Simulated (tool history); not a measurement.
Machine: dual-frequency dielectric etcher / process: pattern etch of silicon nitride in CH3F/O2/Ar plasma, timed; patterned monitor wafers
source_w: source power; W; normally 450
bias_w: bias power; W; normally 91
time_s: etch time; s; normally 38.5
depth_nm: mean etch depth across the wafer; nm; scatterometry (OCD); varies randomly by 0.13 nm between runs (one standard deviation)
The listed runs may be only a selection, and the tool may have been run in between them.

run,hour,source_w,bias_w,time_s,"read-back reference wafer on the same gauge, depth_nm",depth_nm
1,0,450,91,38.5,33.2,29.53
2,21.3,450,91,38.5,33.25,29.66
3,36.1,450,91,38.5,33.18,29.37
4,43.4,450,91,34.5,33.14,26.59
5,52.1,450,91,34.5,33.21,26.38
6,59.8,450,91,38.5,33.2,29.65
# hour 92.9: upper electrode replaced
7,93.4,450,91,38.5,33.19,29.32
8,93.8,450,91,38.5,33.17,29.46
9,94.3,450,91,38.5,33.25,29.2
10,102.6,450,91,38.5,33.19,29.42
# hour 107.9: bias power generator calibrated
# hour 115.4: source power generator calibrated
11,118.9,400,99,49,33.22,36.93
# hour 127.5: gauge calibrated
12,131.8,450,91,38.5,33.22,29.37
13,147,540,69,28.5,33.2,20.94
# hour 172.3: wet clean of the chamber
14,172.8,450,76,42,33.24,31.99
15,174.4,400,99,49,33.25,39.4
16,181.3,450,91,38.5,33.19,30.79
17,197.1,380,97,43,33.21,33.73
18,214.6,400,73,38.5,33.18,27.96
19,229.1,530,83,31.5,33.2,25.56
20,240.3,450,91,38.5,33.2,30.57
21,250.3,560,79,44,33.2,35.52

5 options for the next run, each taken on its own from the tool as it stands now. Forecast them:
A,250.7,450,91,31,?,?
B,250.7,380,106,41.5,?,?
C,250.7,350,108,47,?,?
D,250.7,550,78,50,?,?
E,250.7,520,91,27.5,?,?

run,"read-back reference wafer on the same gauge, depth_nm",depth_nm
A,33.19,24.91
B,33.19,33.6
C,33.19,37.56
D,33.19,40.42
E,33.19,22.94
Stripped of hidden state, with their random variation kept, the same runs would have yielded:
run,depth_nm
A,24.96
B,33.66
C,37.63
D,40.5
E,22.98
